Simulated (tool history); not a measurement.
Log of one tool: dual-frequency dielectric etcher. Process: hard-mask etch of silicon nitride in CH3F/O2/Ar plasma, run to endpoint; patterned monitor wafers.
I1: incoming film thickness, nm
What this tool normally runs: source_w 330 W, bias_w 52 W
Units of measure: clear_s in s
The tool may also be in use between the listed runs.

run 1 hour=0 | source_w=330 bias_w=52 | I1=43.7 | clear_s=70.6
run 2 hour=33 | source_w=330 bias_w=52 | I1=43.34 | clear_s=70.1
run 3 hour=51.4 | source_w=330 bias_w=52 | I1=43.27 | clear_s=69.8
run 4 hour=72.9 | source_w=330 bias_w=52 | I1=43.6 | clear_s=70.8
run 5 hour=88.2 | source_w=330 bias_w=52 | I1=43.33 | clear_s=69.7
run 6 hour=184.7 | source_w=330 bias_w=48 | I1=43.2 | clear_s=72.4
-- hour=217.3 wet clean of the chamber
run 7 hour=270.7 | source_w=330 bias_w=48 | I1=43.38 | clear_s=72
run 8 hour=286.6 | source_w=330 bias_w=48 | I1=43.48 | clear_s=72.2
run 9 hour=312.5 | source_w=330 bias_w=61 | I1=43.24 | clear_s=63.6
-- hour=343.9 upper electrode replaced
run 10 hour=344.4 | source_w=330 bias_w=61 | I1=43.66 | clear_s=64.3
run 11 hour=355.1 | source_w=330 bias_w=52 | I1=43.71 | clear_s=69.8
run 12 hour=382.8 | source_w=330 bias_w=52 | I1=42.99 | clear_s=68.8
run 13 hour=408.9 | source_w=330 bias_w=52 | I1=43.54 | clear_s=69.5
run 14 hour=443.4 | source_w=380 bias_w=52 | I1=43.43 | clear_s=66.9
run 15 hour=456.7 | source_w=360 bias_w=48 | I1=43.53 | clear_s=70.9
run 16 hour=480.7 | source_w=370 bias_w=64 | I1=43.83 | clear_s=61.2
run 17 hour=507.3 | source_w=330 bias_w=41 | I1=43.27 | clear_s=78.4
run 18 hour=527.5 | source_w=330 bias_w=52 | I1=43.83 | clear_s=70.6
run 19 hour=553.6 | source_w=370 bias_w=65 | I1=42.95 | clear_s=59.6
run 20 hour=567.7 | source_w=330 bias_w=47 | I1=44.03 | clear_s=74.5
run 21 hour=589 | source_w=410 bias_w=56 | I1=43.59 | clear_s=63.7
run 22 hour=610.4 | source_w=380 bias_w=44 | I1=43.06 | clear_s=72.4
run 23 hour=623.7 | source_w=270 bias_w=56 | I1=43.35 | clear_s=70.5
-- hour=629.4 bias power generator calibrated
-- hour=643.8 source power generator calibrated
run 24 hour=648.8 | source_w=330 bias_w=61 | I1=43.6 | clear_s=64.6
run 25 hour=678.7 | source_w=300 bias_w=46 | I1=43.18 | clear_s=76.3
run 26 hour=692.1 | source_w=300 bias_w=48 | I1=43.7 | clear_s=75.4
-- hour=734.3 wet clean of the chamber
run 27 hour=734.8 | source_w=330 bias_w=52 | I1=43.08 | clear_s=68.7
run 28 hour=753.4 | source_w=330 bias_w=52 | I1=43.79 | clear_s=69.7
run 29 hour=774.2 | source_w=260 bias_w=49 | I1=43.53 | clear_s=76.3
run 30 hour=789.3 | source_w=330 bias_w=56 | I1=43.97 | clear_s=67.7
run 31 hour=801.5 | source_w=380 bias_w=42 | I1=43.41 | clear_s=74.5
run 32 hour=820.6 | source_w=400 bias_w=64 | I1=43.43 | clear_s=58.9
run 33 hour=854.1 | source_w=290 bias_w=52 | I1=42.93 | clear_s=71.4
run 34 hour=872.5 | source_w=250 bias_w=47 | I1=43.48 | clear_s=79.1

Below, each run's measurement less what the same run would have read without the hidden state. Both values contain the same run-to-run variation, but the gauge's scatter may not be the same in both:
What the log doesn't record here: etch rate over this chamber's usual, %; source power that arrives over what is set, %; bias power that arrives over what is set, %.
run=1 clear_s=+0.6
run=2 clear_s=+0.7
run=3 clear_s=+0.7
run=4 clear_s=+0.7
run=5 clear_s=+0.7
run=6 clear_s=+0.9
run=7 clear_s=+0.1
run=8 clear_s=+0.1
run=9 clear_s=+0
run=10 clear_s=+0.1
run=11 clear_s=+0.1
run=12 clear_s=+0.2
run=13 clear_s=+0.2
run=14 clear_s=+0.3
run=15 clear_s=+0.3
run=16 clear_s=+0.3
run=17 clear_s=+0.4
run=18 clear_s=+0.4
run=19 clear_s=+0.4
run=20 clear_s=+0.5
run=21 clear_s=+0.4
run=22 clear_s=+0.5
run=23 clear_s=+0.5
run=24 clear_s=+0.5
run=25 clear_s=+0.6
run=26 clear_s=+0.7
run=27 clear_s=+0
run=28 clear_s=+0
run=29 clear_s=-0.1
run=30 clear_s=+0
run=31 clear_s=+0
run=32 clear_s=+0.1
run=33 clear_s=+0.1
run=34 clear_s=+0.2
